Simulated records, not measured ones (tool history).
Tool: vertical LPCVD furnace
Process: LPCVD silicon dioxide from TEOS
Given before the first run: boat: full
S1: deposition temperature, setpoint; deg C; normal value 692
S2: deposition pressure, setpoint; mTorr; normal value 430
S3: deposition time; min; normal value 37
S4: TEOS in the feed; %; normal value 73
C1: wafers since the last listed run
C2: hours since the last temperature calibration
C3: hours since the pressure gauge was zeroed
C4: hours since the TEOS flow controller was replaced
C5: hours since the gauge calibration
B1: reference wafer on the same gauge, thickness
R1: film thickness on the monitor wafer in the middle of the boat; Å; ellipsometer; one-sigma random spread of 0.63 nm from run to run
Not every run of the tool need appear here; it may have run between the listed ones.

run	hour	S1	S2	S3	S4	C1	C2	C3	C4	C5	B1	R1
1	0	692	430	37	73	0	1634.7	2685.2	4282.6	28.3	268.84	2758.4
2	23.1	692	430	37	73	363	1657.8	2708.3	4305.7	51.4	269.38	2768.4
3	56	692	430	33	73	517	1690.7	2741.2	4338.6	84.3	269.5	2469.1
4	90	692	430	33	73	534	1724.7	2775.2	4372.6	118.3	270.05	2456.9
5	112.8	692	430	37	73	358	1747.5	2798	4395.4	141.1	270.04	2762
# hour 155.9: thermocouples replaced and temperature profile calibrated
6	156.4	692	430	37	73	308	0.5	2841.6	4439	184.7	270.16	2768.1
7	164.4	692	375	37	85	125	8.5	2849.6	4447	192.7	270.36	2785.3
# hour 175.1: gauge calibrated
8	188.1	686	535	37	66	372	32.2	2873.3	4470.7	13	268.27	2524.2
# hour 235.6: pressure gauge zeroed
9	236.1	697	430	43	82	377	80.2	0.5	4518.7	61	269.22	3823.3
10	243.5	692	430	37	78	116	87.6	7.9	4526.1	68.4	269.45	2857.4
# hour 269.8: TEOS flow controller replaced
11	270.3	692	430	37	73	44	114.4	34.7	0.5	95.2	269.7	2759.5
12	287.7	697	345	46.5	73	273	131.8	52.1	17.9	112.6	269.73	3487.2
13	323.6	680	515	50.5	73	564	167.7	88	53.8	148.5	269.94	3105.9
14	339.4	682	395	24	73	248	183.5	103.8	69.6	164.3	269.81	1355.4

Each row is a separate what-if for the run after 14, all from the same tool condition, not one after another. Results?
A	344.2	692	430	37	73	75	188.3	108.6	74.4	169.1	?	?
B	344.2	692	495	37	73	75	188.3	108.6	74.4	169.1	?	?
C	344.2	692	430	31	86	75	188.3	108.6	74.4	169.1	?	?

run	B1	R1
A	270.1	2767.9
B	270.1	2969.7
C	270.1	2517.1
Stripped of hidden state, with their random variation kept, the same runs would have yielded:
run	R1
A	2747.3
B	2947.7
C	2498.4

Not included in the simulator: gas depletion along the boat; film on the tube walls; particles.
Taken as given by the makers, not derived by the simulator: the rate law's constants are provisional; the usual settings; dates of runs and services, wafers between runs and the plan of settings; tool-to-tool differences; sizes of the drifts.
